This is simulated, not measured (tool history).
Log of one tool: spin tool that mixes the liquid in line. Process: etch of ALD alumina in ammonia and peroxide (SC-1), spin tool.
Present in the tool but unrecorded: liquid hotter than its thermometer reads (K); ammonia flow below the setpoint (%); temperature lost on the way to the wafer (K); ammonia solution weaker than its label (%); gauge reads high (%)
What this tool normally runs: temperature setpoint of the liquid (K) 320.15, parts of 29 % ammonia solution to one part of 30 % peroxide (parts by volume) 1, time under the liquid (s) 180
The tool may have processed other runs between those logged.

| run | day | temperature setpoint of the liquid (K) | parts of 29 % ammonia solution to one part of 30 % peroxide (parts by volume) | time under the liquid (s) | wafers since the last listed run | hours since the thermometer was replaced | hours since the ammonia flow meter was replaced | hours since the heated supply line was repaired | hours since the drum of ammonia solution was connected | hours since the gauge calibration | read-back film thickness of the ALD alumina reference wafer, read on the same gauge (nm) | thickness taken off the ALD alumina on a monitor wafer (Å) |
|---|---|---|---|---|---|---|---|---|---|---|---|---|
| 1 | 0 | 320.15 | 1 | 180 | 0 | 1360.6 | 1303.3 | 747.3 | 703.5 | 288.2 | 70 | 108.2 |
| 2 | 1.079 | 320.15 | 1 | 180 | 141 | 1386.5 | 1329.2 | 773.2 | 729.4 | 314.1 | 69.99 | 108.2 |
| 3 | 2.288 | 320.15 | 1 | 180 | 158 | 1415.5 | 1358.2 | 802.2 | 758.4 | 343.1 | 70.01 | 109.1 |
| 4 | 5.238 | 320.15 | 1 | 180 | 388 | 1486.3 | 1429 | 873 | 829.2 | 413.9 | 69.99 | 109.3 |
| 5 | 6.112 | 320.15 | 1 | 180 | 115 | 1507.3 | 1450 | 894 | 850.2 | 434.9 | 70.01 | 110.1 |
| 6 | 6.842 | 320.15 | 1 | 105 | 95 | 1524.8 | 1467.5 | 911.5 | 867.7 | 452.4 | 70.01 | 64.5 |
|  | 7.483 | ammonia flow meter replaced |
| 7 | 7.829 | 320.15 | 0.85 | 180 | 124 | 1548.5 | 8.3 | 935.2 | 891.4 | 476.1 | 69.99 | 108.4 |
|  | 8.946 | gauge calibrated |
| 8 | 10.829 | 320.15 | 1 | 180 | 394 | 1620.5 | 80.3 | 1007.2 | 963.4 | 45.2 | 70.01 | 110.2 |
|  | 11.4 | thermometer replaced |
| 9 | 11.479 | 320.15 | 1 | 180 | 80 | 1.9 | 95.9 | 1022.8 | 979 | 60.8 | 69.98 | 97.1 |

Run 10, settings as shown, results not yet in. Your forecast:
| 10 | 12.942 | 329.15 | 1.2 | 230 | 192 | 37 | 131 | 1057.9 | 1014.1 | 95.9 | ? | ? |

{"run 10": {"read-back film thickness of the ALD alumina reference wafer, read on the same gauge (nm)": 70, "thickness taken off the ALD alumina on a monitor wafer (Å)": 206.6}}
Were there no unlogged condition in the tool, this run, its random variation unchanged, would have produced thickness taken off the ALD alumina on a monitor wafer (Å) 202.6.

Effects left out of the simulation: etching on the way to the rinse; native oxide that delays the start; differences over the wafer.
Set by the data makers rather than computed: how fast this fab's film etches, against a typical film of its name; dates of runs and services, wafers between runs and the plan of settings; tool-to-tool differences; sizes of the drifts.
